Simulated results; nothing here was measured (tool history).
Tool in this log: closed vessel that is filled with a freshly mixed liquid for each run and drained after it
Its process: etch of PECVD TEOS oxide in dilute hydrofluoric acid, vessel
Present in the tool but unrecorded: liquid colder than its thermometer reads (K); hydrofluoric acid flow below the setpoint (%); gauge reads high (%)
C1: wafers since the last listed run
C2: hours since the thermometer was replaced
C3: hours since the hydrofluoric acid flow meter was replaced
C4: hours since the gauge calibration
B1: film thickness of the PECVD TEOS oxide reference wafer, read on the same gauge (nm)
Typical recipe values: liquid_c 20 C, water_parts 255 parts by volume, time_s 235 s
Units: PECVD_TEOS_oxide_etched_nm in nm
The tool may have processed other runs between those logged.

Run 1, hour 0: usual settings; C1 0; C2 363.8; C3 1329.1; C4 128.1; B1 69.99. Result: PECVD_TEOS_oxide_etched_nm 19.77 nm.
Run 2, hour 23.4: usual settings; C1 2539; C2 387.2; C3 1352.5; C4 151.5; B1 69.97. Result: PECVD_TEOS_oxide_etched_nm 19.61 nm.
Run 3, hour 59.3: usual settings; C1 3895; C2 423.1; C3 1388.4; C4 187.4; B1 70. Result: PECVD_TEOS_oxide_etched_nm 19.76 nm.
Run 4, hour 78.6: usual settings; C1 2094; C2 442.4; C3 1407.7; C4 206.7; B1 69.94. Result: PECVD_TEOS_oxide_etched_nm 20.02 nm.
Run 5, hour 110: usual settings; C1 3407; C2 473.8; C3 1439.1; C4 238.1; B1 70. Result: PECVD_TEOS_oxide_etched_nm 20.03 nm.
Run 6, hour 144.2: usual settings; C1 3710; C2 508; C3 1473.3; C4 272.3; B1 69.97. Result: PECVD_TEOS_oxide_etched_nm 19.84 nm.
Run 7, hour 167.2: usual settings but liquid_c 21.5 C, water_parts 215 parts by volume; C1 2495; C2 531; C3 1496.3; C4 295.3; B1 70.04. Result: PECVD_TEOS_oxide_etched_nm 25.71 nm.
Run 8, hour 198.5: usual settings but liquid_c 21.5 C, water_parts 215 parts by volume; C1 3396; C2 562.3; C3 1527.6; C4 326.6; B1 69.96. Result: PECVD_TEOS_oxide_etched_nm 26.12 nm.
Run 9, hour 213.6: usual settings but liquid_c 21.5 C, water_parts 215 parts by volume; C1 1638; C2 577.4; C3 1542.7; C4 341.7; B1 70.01. Result: PECVD_TEOS_oxide_etched_nm 25.83 nm.
Run 10, hour 241.3: usual settings; C1 3005; C2 605.1; C3 1570.4; C4 369.4; B1 70.05. Result: PECVD_TEOS_oxide_etched_nm 19.73 nm.
Run 11, hour 266.8: usual settings; C1 2766; C2 630.6; C3 1595.9; C4 394.9; B1 70.01. Result: PECVD_TEOS_oxide_etched_nm 19.82 nm.
Run 12, hour 286.8: usual settings but liquid_c 18.5 C; C1 2170; C2 650.6; C3 1615.9; C4 414.9; B1 70.03. Result: PECVD_TEOS_oxide_etched_nm 18.43 nm.
Run 13, hour 306.6: usual settings; C1 2148; C2 670.4; C3 1635.7; C4 434.7; B1 70.03. Result: PECVD_TEOS_oxide_etched_nm 20.06 nm.
Run 14, hour 323.2: usual settings but liquid_c 23 C, water_parts 360 parts by volume; C1 1801; C2 687; C3 1652.3; C4 451.3; B1 70.05. Result: PECVD_TEOS_oxide_etched_nm 14.2 nm.
At hour 339.3: hydrofluoric acid flow meter replaced.
Run 15, hour 347.1: usual settings but liquid_c 17 C; C1 2484; C2 710.9; C3 7.8; C4 475.2; B1 70. Result: PECVD_TEOS_oxide_etched_nm 17.67 nm.
Run 16, hour 429.3: usual settings but time_s 350 s; C1 8919; C2 793.1; C3 90; C4 557.4; B1 70.01. Result: PECVD_TEOS_oxide_etched_nm 29.49 nm.
Run 17, hour 452.9: usual settings; C1 2560; C2 816.7; C3 113.6; C4 581; B1 70. Result: PECVD_TEOS_oxide_etched_nm 19.74 nm.
Run 18, hour 474.5: usual settings but liquid_c 18 C, water_parts 295 parts by volume; C1 2343; C2 838.3; C3 135.2; C4 602.6; B1 70.04. Result: PECVD_TEOS_oxide_etched_nm 15.26 nm.
Run 19, hour 505.5: usual settings but liquid_c 18 C, water_parts 145 parts by volume, time_s 295 s; C1 3363; C2 869.3; C3 166.2; C4 633.6; B1 70.02. Result: PECVD_TEOS_oxide_etched_nm 45.05 nm.
At hour 522.2: gauge calibrated.
Run 20, hour 530.5: usual settings; C1 2712; C2 894.3; C3 191.2; C4 8.3; B1 69.97. Result: PECVD_TEOS_oxide_etched_nm 19.96 nm.
Run 21, hour 549.2: usual settings but liquid_c 17 C, water_parts 185 parts by volume, time_s 345 s; C1 2029; C2 913; C3 209.9; C4 27; B1 69.97. Result: PECVD_TEOS_oxide_etched_nm 37.94 nm.
At hour 551.4: thermometer replaced.
Run 22, hour 610.3: usual settings but liquid_c 22 C, time_s 140 s; C1 6521; C2 58.9; C3 271; C4 88.1; B1 70.03. Result: PECVD_TEOS_oxide_etched_nm 12.61 nm.
Run 23, hour 629.9: usual settings; C1 2126; C2 78.5; C3 290.6; C4 107.7; B1 69.95. Result: PECVD_TEOS_oxide_etched_nm 19.89 nm.
Run 24, hour 660.8: usual settings but liquid_c 17 C, water_parts 140 parts by volume, time_s 100 s; C1 3352; C2 109.4; C3 321.5; C4 138.6; B1 69.98. Result: PECVD_TEOS_oxide_etched_nm 15.22 nm.
Run 25, hour 683.6: usual settings but liquid_c 23 C, water_parts 360 parts by volume; C1 2473; C2 132.2; C3 344.3; C4 161.4; B1 70.03. Result: PECVD_TEOS_oxide_etched_nm 14.1 nm.
Run 26, hour 717.7: usual settings but water_parts 160 parts by volume; C1 3700; C2 166.3; C3 378.4; C4 195.5; B1 69.98. Result: PECVD_TEOS_oxide_etched_nm 34.49 nm.
Run 27, hour 736.6: usual settings; C1 2050; C2 185.2; C3 397.3; C4 214.4; B1 70.03. Result: PECVD_TEOS_oxide_etched_nm 19.96 nm.

What if the next run were any one of these 3? Each begins from the tool's condition after run 27:
Run A, hour 737.3: usual settings but liquid_c 17.5 C; C1 75; C2 185.9; C3 398; C4 215.1; B1 ?. Result: PECVD_TEOS_oxide_etched_nm ?.
Run B, hour 737.3: usual settings but time_s 120 s; C1 75; C2 185.9; C3 398; C4 215.1; B1 ?. Result: PECVD_TEOS_oxide_etched_nm ?.
Run C, hour 737.3: usual settings but time_s 365 s; C1 75; C2 185.9; C3 398; C4 215.1; B1 ?. Result: PECVD_TEOS_oxide_etched_nm ?.

run     B1  PECVD_TEOS_oxide_etched_nm
  A  69.98                       18.07
  B  69.98                       10.14
  C  69.98                       30.86
Take away the tool's hidden state, keep each run's random variation, and the runs would have read:
run  PECVD_TEOS_oxide_etched_nm
  A                       18.07
  B                       10.14
  C                       30.86

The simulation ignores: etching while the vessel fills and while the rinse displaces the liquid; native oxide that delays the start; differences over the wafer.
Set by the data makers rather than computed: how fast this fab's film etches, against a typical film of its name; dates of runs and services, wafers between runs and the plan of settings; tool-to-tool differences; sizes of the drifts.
